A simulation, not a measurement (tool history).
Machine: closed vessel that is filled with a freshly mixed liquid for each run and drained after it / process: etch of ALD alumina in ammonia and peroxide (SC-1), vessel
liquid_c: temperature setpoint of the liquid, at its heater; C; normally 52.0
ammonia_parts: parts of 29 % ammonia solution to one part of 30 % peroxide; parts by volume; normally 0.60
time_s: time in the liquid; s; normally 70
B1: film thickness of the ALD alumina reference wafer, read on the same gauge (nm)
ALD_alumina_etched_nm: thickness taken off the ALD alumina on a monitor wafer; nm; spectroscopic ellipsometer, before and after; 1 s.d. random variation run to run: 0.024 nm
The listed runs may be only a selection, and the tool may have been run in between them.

Run 1, hour 0.0: usual settings but ammonia_parts 0.40 parts by volume, time_s 55 s; B1 69.985. Result: ALD_alumina_etched_nm 3.663 nm.
Run 2, hour 22.3: usual settings but ammonia_parts 0.40 parts by volume, time_s 55 s; B1 70.018. Result: ALD_alumina_etched_nm 3.693 nm.
Run 3, hour 47.8: usual settings but time_s 60 s; B1 69.983. Result: ALD_alumina_etched_nm 4.186 nm.
Run 4, hour 61.9: usual settings; B1 69.986. Result: ALD_alumina_etched_nm 4.832 nm.
Run 5, hour 77.0: usual settings; B1 69.978. Result: ALD_alumina_etched_nm 4.854 nm.
Run 6, hour 94.6: usual settings; B1 70.020. Result: ALD_alumina_etched_nm 4.894 nm.
Run 7, hour 114.2: usual settings; B1 70.017. Result: ALD_alumina_etched_nm 4.916 nm.
Run 8, hour 127.6: usual settings; B1 69.998. Result: ALD_alumina_etched_nm 4.898 nm.
Run 9, hour 145.0: usual settings; B1 70.016. Result: ALD_alumina_etched_nm 4.928 nm.
Run 10, hour 171.3: usual settings but ammonia_parts 0.75 parts by volume; B1 70.004. Result: ALD_alumina_etched_nm 5.005 nm.
At hour 216.1: gauge calibrated.
Run 11, hour 240.5: usual settings but liquid_c 44.5 C, ammonia_parts 0.85 parts by volume, time_s 40 s; B1 69.963. Result: ALD_alumina_etched_nm 1.940 nm.
Run 12, hour 266.8: usual settings; B1 70.016. Result: ALD_alumina_etched_nm 4.933 nm.
Run 13, hour 292.8: usual settings but liquid_c 48.5 C, time_s 85 s; B1 69.982. Result: ALD_alumina_etched_nm 4.969 nm.
Run 14, hour 312.3: usual settings; B1 69.997. Result: ALD_alumina_etched_nm 4.936 nm.
At hour 316.7: thermometer replaced.
At hour 370.4: ammonia flow meter replaced.
Run 15, hour 379.4: usual settings but liquid_c 45.0 C, ammonia_parts 0.35 parts by volume; B1 69.999. Result: ALD_alumina_etched_nm 2.823 nm.
Run 16, hour 409.3: usual settings but liquid_c 59.5 C, ammonia_parts 0.45 parts by volume; B1 69.999. Result: ALD_alumina_etched_nm 6.361 nm.
At hour 454.5: new drum of ammonia solution connected.
Run 17, hour 489.4: usual settings but liquid_c 55.5 C, ammonia_parts 0.45 parts by volume; B1 69.993. Result: ALD_alumina_etched_nm 5.191 nm.
Run 18, hour 525.1: usual settings but time_s 85 s; B1 70.000. Result: ALD_alumina_etched_nm 5.333 nm.
Run 19, hour 546.7: usual settings but ammonia_parts 0.50 parts by volume, time_s 60 s; B1 70.000. Result: ALD_alumina_etched_nm 3.741 nm.
Run 20, hour 584.3: usual settings but liquid_c 61.0 C, ammonia_parts 0.35 parts by volume, time_s 45 s; B1 69.994. Result: ALD_alumina_etched_nm 4.304 nm.

Below are 4 alternative next runs, each starting from the tool's condition after run 20. Predict each:
Run A, hour 585.0: usual settings; B1 ?. Result: ALD_alumina_etched_nm ?.
Run B, hour 585.0: usual settings but liquid_c 44.5 C, ammonia_parts 0.70 parts by volume, time_s 90 s; B1 ?. Result: ALD_alumina_etched_nm ?.
Run C, hour 585.0: usual settings but liquid_c 55.5 C, time_s 60 s; B1 ?. Result: ALD_alumina_etched_nm ?.
Run D, hour 585.0: usual settings but liquid_c 59.0 C; B1 ?. Result: ALD_alumina_etched_nm ?.

run      B1  ALD_alumina_etched_nm
  A  70.006                  4.406
  B  70.006                  3.790
  C  70.006                  4.554
  D  70.006                  6.378
Had the tool no hidden state, the same runs would have come out as:
run  ALD_alumina_etched_nm
  A                  4.324
  B                  3.715
  C                  4.470
  D                  6.264

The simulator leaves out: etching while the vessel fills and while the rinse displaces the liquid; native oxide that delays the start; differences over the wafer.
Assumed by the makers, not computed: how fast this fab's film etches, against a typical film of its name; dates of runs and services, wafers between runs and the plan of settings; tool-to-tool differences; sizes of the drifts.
